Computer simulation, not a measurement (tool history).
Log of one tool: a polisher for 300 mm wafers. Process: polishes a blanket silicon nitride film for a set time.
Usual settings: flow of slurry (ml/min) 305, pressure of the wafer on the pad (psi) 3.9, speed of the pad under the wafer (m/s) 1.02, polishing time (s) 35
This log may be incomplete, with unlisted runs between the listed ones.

run	hour	flow of slurry (ml/min)	pressure of the wafer on the pad (psi)	speed of the pad under the wafer (m/s)	polishing time (s)	wafers since the last listed run	wafers polished on this pad	hours since the slurry nozzle was cleaned	hours since the head pressure was calibrated	incoming thickness of the incoming film, nm	film removed (Å)
1	0	305	3.9	1.02	35	0	543	238.1	87.9	627	659
2	31.4	305	3.9	1.02	35	451	994	269.5	119.3	619.7	658
3	61.4	305	3.9	1.02	35	431	1425	299.5	149.3	621.5	675
4	85.6	305	3.9	1.02	35	347	1773	323.7	173.5	621.4	674
5	118.3	305	3.9	1.02	35	469	2243	356.4	206.2	625.6	681
# hour 183.7: worn pad replaced by a new one
6	190.6	305	3.9	1.02	39	981	98	428.7	278.5	633.9	749
7	207.2	305	4.4	1.02	35	238	337	445.3	295.1	620	754
8	227.2	305	4.4	1.02	35	287	624	465.3	315.1	620.4	735
9	244.3	305	3.9	1.24	35	245	870	482.4	332.2	618.4	766
10	278	305	3.9	1.24	35	484	1354	516.1	365.9	624.9	772
11	313.3	305	3.9	1.24	35	507	1861	551.4	401.2	623.1	768
12	329.6	305	4.9	1.02	31	234	2095	567.7	417.5	620.9	722
13	359.5	305	4.9	1.02	31	429	2525	597.6	447.4	617.4	725
# hour 363.7: worn pad replaced by a new one, of another model than before
14	390.1	305	4.9	1.02	31	382	379	628.2	478	620.3	796
# hour 391.7: slurry nozzle cleaned
15	403.5	305	3.9	1.02	35	178	557	11.8	491.4	619.3	702
# hour 414.1: head pressure recalibrated
16	433.2	305	3.9	1.02	35	397	955	41.5	19.1	611.8	660
# hour 535.6: worn pad replaced by a new one
17	540.6	305	5.3	0.7	35	1485	71	148.9	126.5	616.7	847

For run 18, what comes out?
18	574.1	305	3.1	1.32	40	481	552	182.4	160	618.2	?

{"run 18": {"film removed (Å)": 689}}
Minus the tool's unlogged condition, the same run would have read film removed (Å) 618.

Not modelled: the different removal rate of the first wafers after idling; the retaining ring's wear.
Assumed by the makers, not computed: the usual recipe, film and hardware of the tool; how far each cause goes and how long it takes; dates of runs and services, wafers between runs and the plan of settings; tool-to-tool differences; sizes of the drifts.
